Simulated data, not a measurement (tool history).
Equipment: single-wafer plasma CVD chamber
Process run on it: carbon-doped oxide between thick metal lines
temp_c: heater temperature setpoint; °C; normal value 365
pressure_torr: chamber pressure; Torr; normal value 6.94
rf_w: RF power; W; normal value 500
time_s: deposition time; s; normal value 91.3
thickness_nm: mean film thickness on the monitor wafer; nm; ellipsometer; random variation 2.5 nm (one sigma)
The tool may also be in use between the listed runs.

run	day	temp_c	pressure_torr	rf_w	time_s	read-back reference wafer on the same gauge, thickness_nm	thickness_nm
1	0	365	6.94	500	91.3	439.672	488.997
2	0.583	365	6.94	500	91.3	439.561	488.183
# day 1.329: RF generator calibrated
3	1.35	365	7.99	500	91.3	439.964	494.647
# day 1.788: capacitance manometer re-zeroed and calibrated
4	1.808	365	6.94	500	91.3	439.559	491.733
# day 2.467: thermocouple changed; heater temperature recalibrated
5	2.488	365	6.94	500	91.3	439.526	485.662
6	2.7	365	6.94	500	91.3	440.103	487.437
7	3.112	365	6.94	500	91.3	439.86	486.836
8	3.725	365	6.94	500	91.3	439.927	488.567
9	4.025	365	6.35	500	91.3	440.1	485.88
10	4.667	365	6.94	500	91.3	439.928	487.421
# day 5.629: showerhead replaced
11	5.65	372	5.44	430	82	439.676	388.412
12	6.15	365	6.94	500	91.3	440.161	491.61
13	6.788	378	6.94	430	77.2	440.078	369.368
14	7.362	365	8.42	500	75.4	440.067	406.692
15	7.667	376	6.94	500	91.3	440.412	478.737
16	8.35	371	6.43	500	83.4	439.934	436.6
17	8.971	365	7.98	500	106.6	439.944	573.792
18	9.638	365	6.94	500	91.3	439.791	485.896
19	10.325	365	7.99	500	91.3	440.306	489.192
20	10.679	365	6.94	500	91.3	440.281	485.375
# day 10.742: gauge calibrated
21	11.325	374	6.94	500	91.3	439.487	482.58
22	11.838	365	6.94	500	91.3	439.935	491.943
23	12.35	365	6.94	500	91.3	439.831	489.901
24	13.096	365	6	500	91.3	440.107	483.431
25	13.408	365	6.94	500	103.1	439.817	553.653

For run 26, what comes out?
26	13.812	365	6.94	500	108.2	?	?

read-back reference wafer on the same gauge, thickness_nm: 439.783
thickness_nm: 577.988 nm
If the tool had no hidden condition, the same run with the same run-to-run variation would have returned thickness_nm 577.988 nm.

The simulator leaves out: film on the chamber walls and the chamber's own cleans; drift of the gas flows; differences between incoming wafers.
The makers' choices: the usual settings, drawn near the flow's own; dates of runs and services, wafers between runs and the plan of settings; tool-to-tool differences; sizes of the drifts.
